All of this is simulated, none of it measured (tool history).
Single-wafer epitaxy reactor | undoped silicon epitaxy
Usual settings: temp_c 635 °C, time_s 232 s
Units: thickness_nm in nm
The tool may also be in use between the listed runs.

run,hour,temp_c,time_s,wafers since the last listed run,hours since the last pyrometer calibration,hours since the gauge calibration,"read-back reference wafer on the same gauge, thickness_nm",thickness_nm
1,0.0,631,232,0,2152.1,606.1,28.854,23.767
2,58.2,631,232,294,2210.3,664.3,28.876,23.466
3,192.0,631,232,677,2344.1,798.1,28.969,23.212
4,243.1,624,232,258,2395.2,849.2,28.881,19.052
5,269.9,624,232,135,2422.0,876.0,28.930,19.185
6,321.3,643,232,260,2473.4,927.4,28.877,31.127
7,384.3,643,232,319,2536.4,990.4,28.880,31.036
8,410.1,635,232,130,2562.2,1016.2,28.865,24.946
9,465.6,635,232,281,2617.7,1071.7,28.901,24.952
# hour 493.9: pyrometer calibrated
10,525.4,635,232,262,31.5,1131.5,28.984,29.065
# hour 550.3: gauge calibrated
11,576.8,635,232,260,82.9,26.5,28.920,29.392
12,615.3,635,232,195,121.4,65.0,28.946,29.296
13,675.6,635,232,305,181.7,125.3,28.839,29.290
14,731.0,641,254,280,237.1,180.7,28.903,37.480
15,794.7,631,260,322,300.8,244.4,28.820,29.485
16,865.7,641,232,359,371.8,315.4,28.865,34.178
17,892.6,624,232,136,398.7,342.3,28.828,22.129
18,962.3,650,270,353,468.4,412.0,28.866,49.661
19,1018.2,635,248,283,524.3,467.9,28.883,31.342
20,1048.3,626,215,152,554.4,498.0,28.824,21.478
21,1091.2,635,232,217,597.3,540.9,28.933,29.108
22,1148.6,635,232,290,654.7,598.3,28.955,28.988
23,1177.0,628,213,143,683.1,626.7,28.921,22.331
24,1243.5,635,210,336,749.6,693.2,28.910,26.297
25,1270.9,635,232,138,777.0,720.6,28.898,29.251
26,1296.2,635,232,128,802.3,745.9,28.931,29.273
27,1331.2,635,232,177,837.3,780.9,28.920,28.847

Forecast each of these 3 alternatives for the next run:
A,1331.7,625,232,2,837.8,781.4,?,?
B,1331.7,635,214,2,837.8,781.4,?,?
C,1331.7,635,192,2,837.8,781.4,?,?

run,"read-back reference wafer on the same gauge, thickness_nm",thickness_nm
A,28.889,22.107
B,28.889,26.449
C,28.889,23.730
Without the tool's hidden state the same runs would have given:
run,thickness_nm
A,22.251
B,26.617
C,23.881
